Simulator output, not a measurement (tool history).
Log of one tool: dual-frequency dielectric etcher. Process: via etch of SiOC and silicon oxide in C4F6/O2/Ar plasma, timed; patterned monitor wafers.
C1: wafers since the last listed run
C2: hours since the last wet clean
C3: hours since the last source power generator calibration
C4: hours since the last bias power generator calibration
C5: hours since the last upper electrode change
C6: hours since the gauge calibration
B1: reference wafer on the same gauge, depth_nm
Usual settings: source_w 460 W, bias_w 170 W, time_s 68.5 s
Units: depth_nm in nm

{"run": 1, "day": 0.0, "source_w": 460, "bias_w": 170, "time_s": 68.5, "C1": 0, "C2": 398.2, "C3": 612.7, "C4": 2221.5, "C5": 4985.1, "C6": 40.5, "B1": 94.3, "depth_nm": 79.1}
{"run": 2, "day": 1.733, "source_w": 460, "bias_w": 170, "time_s": 63.5, "C1": 626, "C2": 439.8, "C3": 654.3, "C4": 2263.1, "C5": 5026.7, "C6": 82.1, "B1": 94.2, "depth_nm": 72.8}
{"run": 3, "day": 4.575, "source_w": 460, "bias_w": 170, "time_s": 63.5, "C1": 1027, "C2": 508.0, "C3": 722.5, "C4": 2331.3, "C5": 5094.9, "C6": 150.3, "B1": 94.4, "depth_nm": 72.4}
{"day": 9.692, "done": "wet clean of the chamber"}
{"run": 4, "day": 9.712, "source_w": 460, "bias_w": 170, "time_s": 63.5, "C1": 1496, "C2": 0.5, "C3": 845.8, "C4": 2454.6, "C5": 5218.2, "C6": 273.6, "B1": 94.1, "depth_nm": 75.7}
{"run": 5, "day": 11.638, "source_w": 460, "bias_w": 170, "time_s": 68.5, "C1": 696, "C2": 46.7, "C3": 892.0, "C4": 2500.8, "C5": 5264.4, "C6": 319.8, "B1": 94.2, "depth_nm": 82.3}
{"run": 6, "day": 14.508, "source_w": 460, "bias_w": 170, "time_s": 68.5, "C1": 1038, "C2": 115.6, "C3": 960.9, "C4": 2569.7, "C5": 5333.3, "C6": 388.7, "B1": 94.5, "depth_nm": 80.8}
{"run": 7, "day": 16.512, "source_w": 420, "bias_w": 208, "time_s": 83.0, "C1": 724, "C2": 163.7, "C3": 1009.0, "C4": 2617.8, "C5": 5381.4, "C6": 436.8, "B1": 94.2, "depth_nm": 101.6}
{"run": 8, "day": 19.671, "source_w": 370, "bias_w": 170, "time_s": 87.0, "C1": 1141, "C2": 239.5, "C3": 1084.8, "C4": 2693.6, "C5": 5457.2, "C6": 512.6, "B1": 94.3, "depth_nm": 97.3}
{"day": 22.862, "done": "upper electrode replaced"}
{"run": 9, "day": 22.883, "source_w": 460, "bias_w": 197, "time_s": 68.5, "C1": 799, "C2": 316.6, "C3": 1161.9, "C4": 2770.7, "C5": 0.5, "C6": 589.7, "B1": 94.2, "depth_nm": 84.4}
{"run": 10, "day": 26.388, "source_w": 460, "bias_w": 170, "time_s": 49.5, "C1": 1267, "C2": 400.7, "C3": 1246.0, "C4": 2854.8, "C5": 84.6, "C6": 673.8, "B1": 94.2, "depth_nm": 57.9}
{"day": 28.533, "done": "bias power generator calibrated"}
{"run": 11, "day": 29.992, "source_w": 520, "bias_w": 170, "time_s": 55.5, "C1": 1242, "C2": 487.2, "C3": 1332.5, "C4": 35.0, "C5": 171.1, "C6": 760.3, "B1": 94.4, "depth_nm": 66.1}
{"run": 12, "day": 31.967, "source_w": 350, "bias_w": 143, "time_s": 58.0, "C1": 714, "C2": 534.6, "C3": 1379.9, "C4": 82.4, "C5": 218.5, "C6": 807.7, "B1": 94.3, "depth_nm": 59.1}
{"run": 13, "day": 35.842, "source_w": 380, "bias_w": 182, "time_s": 48.5, "C1": 1401, "C2": 627.6, "C3": 1472.9, "C4": 175.4, "C5": 311.5, "C6": 900.7, "B1": 94.5, "depth_nm": 54.0}
{"run": 14, "day": 38.679, "source_w": 430, "bias_w": 170, "time_s": 84.0, "C1": 1025, "C2": 695.7, "C3": 1541.0, "C4": 243.5, "C5": 379.6, "C6": 968.8, "B1": 94.4, "depth_nm": 95.7}
{"day": 39.362, "done": "source power generator calibrated"}
{"day": 40.021, "done": "wet clean of the chamber"}
{"run": 15, "day": 41.208, "source_w": 390, "bias_w": 142, "time_s": 77.0, "C1": 615, "C2": 28.5, "C3": 44.3, "C4": 304.2, "C5": 440.3, "C6": 1029.5, "B1": 94.1, "depth_nm": 82.7}
{"run": 16, "day": 43.108, "source_w": 460, "bias_w": 170, "time_s": 68.5, "C1": 686, "C2": 74.1, "C3": 89.9, "C4": 349.8, "C5": 485.9, "C6": 1075.1, "B1": 94.2, "depth_nm": 80.3}
{"run": 17, "day": 45.929, "source_w": 460, "bias_w": 170, "time_s": 68.5, "C1": 1019, "C2": 141.8, "C3": 157.6, "C4": 417.5, "C5": 553.6, "C6": 1142.8, "B1": 94.4, "depth_nm": 80.8}
{"run": 18, "day": 49.167, "source_w": 460, "bias_w": 170, "time_s": 61.0, "C1": 1170, "C2": 219.5, "C3": 235.3, "C4": 495.2, "C5": 631.3, "C6": 1220.5, "B1": 94.3, "depth_nm": 71.0}
{"run": 19, "day": 51.908, "source_w": 460, "bias_w": 189, "time_s": 68.5, "C1": 991, "C2": 285.3, "C3": 301.1, "C4": 561.0, "C5": 697.1, "C6": 1286.3, "B1": 94.4, "depth_nm": 82.5}
{"run": 20, "day": 55.483, "source_w": 460, "bias_w": 170, "time_s": 68.5, "C1": 1292, "C2": 371.1, "C3": 386.9, "C4": 646.8, "C5": 782.9, "C6": 1372.1, "B1": 94.4, "depth_nm": 79.4}
{"run": 21, "day": 59.421, "source_w": 460, "bias_w": 170, "time_s": 68.5, "C1": 1423, "C2": 465.6, "C3": 481.4, "C4": 741.3, "C5": 877.4, "C6": 1466.6, "B1": 94.4, "depth_nm": 78.1}
{"run": 22, "day": 65.229, "source_w": 530, "bias_w": 152, "time_s": 68.5, "C1": 2100, "C2": 605.0, "C3": 620.8, "C4": 880.7, "C5": 1016.8, "C6": 1606.0, "B1": 94.3, "depth_nm": 78.4}
{"run": 23, "day": 67.279, "source_w": 460, "bias_w": 199, "time_s": 68.5, "C1": 741, "C2": 654.2, "C3": 670.0, "C4": 929.9, "C5": 1066.0, "C6": 1655.2, "B1": 94.3, "depth_nm": 81.3}
{"day": 70.704, "done": "wet clean of the chamber"}
{"run": 24, "day": 70.725, "source_w": 390, "bias_w": 170, "time_s": 68.5, "C1": 884, "C2": 0.5, "C3": 752.7, "C4": 1012.6, "C5": 1148.7, "C6": 1737.9, "B1": 94.4, "depth_nm": 78.2}
{"run": 25, "day": 72.496, "source_w": 460, "bias_w": 170, "time_s": 68.5, "C1": 640, "C2": 43.0, "C3": 795.2, "C4": 1055.1, "C5": 1191.2, "C6": 1780.4, "B1": 94.2, "depth_nm": 81.4}
{"run": 26, "day": 74.812, "source_w": 460, "bias_w": 170, "time_s": 68.5, "C1": 837, "C2": 98.6, "C3": 850.8, "C4": 1110.7, "C5": 1246.8, "C6": 1836.0, "B1": 94.2, "depth_nm": 82.2}
{"run": 27, "day": 76.642, "source_w": 520, "bias_w": 170, "time_s": 68.5, "C1": 661, "C2": 142.5, "C3": 894.7, "C4": 1154.6, "C5": 1290.7, "C6": 1879.9, "B1": 94.2, "depth_nm": 84.0}
{"day": 79.108, "done": "gauge calibrated"}
{"run": 28, "day": 79.979, "source_w": 580, "bias_w": 170, "time_s": 51.5, "C1": 1206, "C2": 222.6, "C3": 974.8, "C4": 1234.7, "C5": 1370.8, "C6": 20.9, "B1": 94.2, "depth_nm": 65.0}
{"run": 29, "day": 83.433, "source_w": 460, "bias_w": 170, "time_s": 68.5, "C1": 1248, "C2": 305.5, "C3": 1057.7, "C4": 1317.6, "C5": 1453.7, "C6": 103.8, "B1": 94.3, "depth_nm": 81.1}

Forecast each of these 5 alternatives for the next run:
{"run": "A", "day": 83.45, "source_w": 410, "bias_w": 170, "time_s": 68.5, "C1": 6, "C2": 305.9, "C3": 1058.1, "C4": 1318.0, "C5": 1454.1, "C6": 104.2, "B1": "?", "depth_nm": "?"}
{"run": "B", "day": 83.45, "source_w": 370, "bias_w": 193, "time_s": 60.0, "C1": 6, "C2": 305.9, "C3": 1058.1, "C4": 1318.0, "C5": 1454.1, "C6": 104.2, "B1": "?", "depth_nm": "?"}
{"run": "C", "day": 83.45, "source_w": 460, "bias_w": 206, "time_s": 79.0, "C1": 6, "C2": 305.9, "C3": 1058.1, "C4": 1318.0, "C5": 1454.1, "C6": 104.2, "B1": "?", "depth_nm": "?"}
{"run": "D", "day": 83.45, "source_w": 460, "bias_w": 183, "time_s": 68.5, "C1": 6, "C2": 305.9, "C3": 1058.1, "C4": 1318.0, "C5": 1454.1, "C6": 104.2, "B1": "?", "depth_nm": "?"}
{"run": "E", "day": 83.45, "source_w": 460, "bias_w": 132, "time_s": 68.5, "C1": 6, "C2": 305.9, "C3": 1058.1, "C4": 1318.0, "C5": 1454.1, "C6": 104.2, "B1": "?", "depth_nm": "?"}

run=A B1=94.2 depth_nm=78.2
run=B B1=94.2 depth_nm=69.3
run=C B1=94.2 depth_nm=98.7
run=D B1=94.2 depth_nm=82.5
run=E B1=94.2 depth_nm=75.0
Without the tool's hidden state the same runs would have given:
run=A depth_nm=78.7
run=B depth_nm=69.7
run=C depth_nm=99.3
run=D depth_nm=83.1
run=E depth_nm=75.5
